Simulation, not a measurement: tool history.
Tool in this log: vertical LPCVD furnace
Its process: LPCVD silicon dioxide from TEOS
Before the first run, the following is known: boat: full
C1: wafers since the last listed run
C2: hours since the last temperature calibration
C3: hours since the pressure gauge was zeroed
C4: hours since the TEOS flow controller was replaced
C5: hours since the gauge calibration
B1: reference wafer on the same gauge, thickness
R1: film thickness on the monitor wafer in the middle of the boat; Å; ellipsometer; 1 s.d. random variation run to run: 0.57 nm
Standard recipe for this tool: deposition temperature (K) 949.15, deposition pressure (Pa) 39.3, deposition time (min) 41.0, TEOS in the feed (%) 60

{"run": 1, "hour": 0.0, "deposition temperature (K)": 949.15, "deposition pressure (Pa)": 39.3, "deposition time (min)": 41.0, "TEOS in the feed (%)": 60, "C1": 0, "C2": 3327.1, "C3": 3285.9, "C4": 4534.1, "C5": 48.7, "B1": 175.27, "R1": 1604.0}
{"run": 2, "hour": 23.5, "deposition temperature (K)": 949.15, "deposition pressure (Pa)": 39.3, "deposition time (min)": 41.0, "TEOS in the feed (%)": 60, "C1": 222, "C2": 3350.6, "C3": 3309.4, "C4": 4557.6, "C5": 72.2, "B1": 174.93, "R1": 1609.6}
{"run": 3, "hour": 42.1, "deposition temperature (K)": 949.15, "deposition pressure (Pa)": 39.3, "deposition time (min)": 41.0, "TEOS in the feed (%)": 60, "C1": 176, "C2": 3369.2, "C3": 3328.0, "C4": 4576.2, "C5": 90.8, "B1": 174.54, "R1": 1611.3}
{"run": 4, "hour": 61.4, "deposition temperature (K)": 949.15, "deposition pressure (Pa)": 39.3, "deposition time (min)": 41.0, "TEOS in the feed (%)": 60, "C1": 183, "C2": 3388.5, "C3": 3347.3, "C4": 4595.5, "C5": 110.1, "B1": 174.55, "R1": 1603.7}
{"run": 5, "hour": 90.8, "deposition temperature (K)": 949.15, "deposition pressure (Pa)": 39.3, "deposition time (min)": 41.0, "TEOS in the feed (%)": 60, "C1": 278, "C2": 3417.9, "C3": 3376.7, "C4": 4624.9, "C5": 139.5, "B1": 174.43, "R1": 1596.9}
{"run": 6, "hour": 124.7, "deposition temperature (K)": 949.15, "deposition pressure (Pa)": 39.3, "deposition time (min)": 46.0, "TEOS in the feed (%)": 51, "C1": 321, "C2": 3451.8, "C3": 3410.6, "C4": 4658.8, "C5": 173.4, "B1": 174.07, "R1": 1654.9}
{"run": 7, "hour": 142.8, "deposition temperature (K)": 949.15, "deposition pressure (Pa)": 39.3, "deposition time (min)": 41.0, "TEOS in the feed (%)": 60, "C1": 171, "C2": 3469.9, "C3": 3428.7, "C4": 4676.9, "C5": 191.5, "B1": 174.37, "R1": 1587.7}
{"run": 8, "hour": 158.9, "deposition temperature (K)": 949.15, "deposition pressure (Pa)": 34.7, "deposition time (min)": 41.0, "TEOS in the feed (%)": 60, "C1": 152, "C2": 3486.0, "C3": 3444.8, "C4": 4693.0, "C5": 207.6, "B1": 174.11, "R1": 1500.0}
{"run": 9, "hour": 172.7, "deposition temperature (K)": 949.15, "deposition pressure (Pa)": 39.3, "deposition time (min)": 41.0, "TEOS in the feed (%)": 60, "C1": 130, "C2": 3499.8, "C3": 3458.6, "C4": 4706.8, "C5": 221.4, "B1": 174.04, "R1": 1585.6}
{"run": 10, "hour": 187.6, "deposition temperature (K)": 949.15, "deposition pressure (Pa)": 39.3, "deposition time (min)": 41.0, "TEOS in the feed (%)": 60, "C1": 141, "C2": 3514.7, "C3": 3473.5, "C4": 4721.7, "C5": 236.3, "B1": 173.39, "R1": 1599.0}
{"hour": 217.1, "done": "pressure gauge zeroed"}
{"run": 11, "hour": 217.6, "deposition temperature (K)": 949.15, "deposition pressure (Pa)": 39.3, "deposition time (min)": 41.0, "TEOS in the feed (%)": 60, "C1": 56, "C2": 3544.7, "C3": 0.5, "C4": 4751.7, "C5": 266.3, "B1": 173.52, "R1": 1586.9}
{"run": 12, "hour": 223.8, "deposition temperature (K)": 940.15, "deposition pressure (Pa)": 46.0, "deposition time (min)": 41.0, "TEOS in the feed (%)": 60, "C1": 58, "C2": 3550.9, "C3": 6.7, "C4": 4757.9, "C5": 272.5, "B1": 173.39, "R1": 1377.9}
{"run": 13, "hour": 237.1, "deposition temperature (K)": 949.15, "deposition pressure (Pa)": 36.7, "deposition time (min)": 57.0, "TEOS in the feed (%)": 60, "C1": 126, "C2": 3564.2, "C3": 20.0, "C4": 4771.2, "C5": 285.8, "B1": 173.27, "R1": 2124.4}
{"hour": 268.2, "done": "thermocouples replaced and temperature profile calibrated"}
{"run": 14, "hour": 268.7, "deposition temperature (K)": 949.15, "deposition pressure (Pa)": 39.3, "deposition time (min)": 41.0, "TEOS in the feed (%)": 49, "C1": 72, "C2": 0.5, "C3": 51.6, "C4": 4802.8, "C5": 317.4, "B1": 173.22, "R1": 1429.8}
{"run": 15, "hour": 274.0, "deposition temperature (K)": 954.15, "deposition pressure (Pa)": 39.3, "deposition time (min)": 41.0, "TEOS in the feed (%)": 60, "C1": 50, "C2": 5.8, "C3": 56.9, "C4": 4808.1, "C5": 322.7, "B1": 173.05, "R1": 1786.3}
{"hour": 305.5, "done": "TEOS flow controller replaced"}
{"run": 16, "hour": 307.6, "deposition temperature (K)": 939.15, "deposition pressure (Pa)": 48.7, "deposition time (min)": 31.5, "TEOS in the feed (%)": 65, "C1": 91, "C2": 39.4, "C3": 90.5, "C4": 2.1, "C5": 356.3, "B1": 172.81, "R1": 1095.6}
{"run": 17, "hour": 322.1, "deposition temperature (K)": 949.15, "deposition pressure (Pa)": 39.3, "deposition time (min)": 41.0, "TEOS in the feed (%)": 60, "C1": 137, "C2": 53.9, "C3": 105.0, "C4": 16.6, "C5": 370.8, "B1": 172.83, "R1": 1584.8}
{"hour": 348.8, "done": "gauge calibrated"}
{"run": 18, "hour": 353.3, "deposition temperature (K)": 938.15, "deposition pressure (Pa)": 46.0, "deposition time (min)": 45.5, "TEOS in the feed (%)": 71, "C1": 295, "C2": 85.1, "C3": 136.2, "C4": 47.8, "C5": 4.5, "B1": 174.83, "R1": 1589.6}
{"run": 19, "hour": 383.2, "deposition temperature (K)": 960.15, "deposition pressure (Pa)": 39.3, "deposition time (min)": 25.5, "TEOS in the feed (%)": 54, "C1": 283, "C2": 115.0, "C3": 166.1, "C4": 77.7, "C5": 34.4, "B1": 174.7, "R1": 1229.4}
{"run": 20, "hour": 413.9, "deposition temperature (K)": 949.15, "deposition pressure (Pa)": 39.3, "deposition time (min)": 41.0, "TEOS in the feed (%)": 60, "C1": 291, "C2": 145.7, "C3": 196.8, "C4": 108.4, "C5": 65.1, "B1": 174.54, "R1": 1595.4}
{"run": 21, "hour": 436.9, "deposition temperature (K)": 945.15, "deposition pressure (Pa)": 44.0, "deposition time (min)": 49.5, "TEOS in the feed (%)": 60, "C1": 218, "C2": 168.7, "C3": 219.8, "C4": 131.4, "C5": 88.1, "B1": 174.39, "R1": 1835.0}
{"run": 22, "hour": 466.9, "deposition temperature (K)": 943.15, "deposition pressure (Pa)": 34.0, "deposition time (min)": 54.5, "TEOS in the feed (%)": 64, "C1": 284, "C2": 198.7, "C3": 249.8, "C4": 161.4, "C5": 118.1, "B1": 173.9, "R1": 1749.1}

Alternative continuations, all from the tool just after run 22; predict every row:
{"run": "A", "hour": 472.3, "deposition temperature (K)": 949.15, "deposition pressure (Pa)": 39.3, "deposition time (min)": 32.0, "TEOS in the feed (%)": 60, "C1": 51, "C2": 204.1, "C3": 255.2, "C4": 166.8, "C5": 123.5, "B1": "?", "R1": "?"}
{"run": "B", "hour": 472.3, "deposition temperature (K)": 958.15, "deposition pressure (Pa)": 46.7, "deposition time (min)": 34.0, "TEOS in the feed (%)": 56, "C1": 51, "C2": 204.1, "C3": 255.2, "C4": 166.8, "C5": 123.5, "B1": "?", "R1": "?"}
{"run": "C", "hour": 472.3, "deposition temperature (K)": 958.15, "deposition pressure (Pa)": 36.0, "deposition time (min)": 57.0, "TEOS in the feed (%)": 54, "C1": 51, "C2": 204.1, "C3": 255.2, "C4": 166.8, "C5": 123.5, "B1": "?", "R1": "?"}

run=A B1=174.02 R1=1244.1
run=B B1=174.02 R1=1729.9
run=C B1=174.02 R1=2501.4
Without the tool's unlogged condition, the same runs would have read:
run=A R1=1250.5
run=B R1=1738.8
run=C R1=2514.2
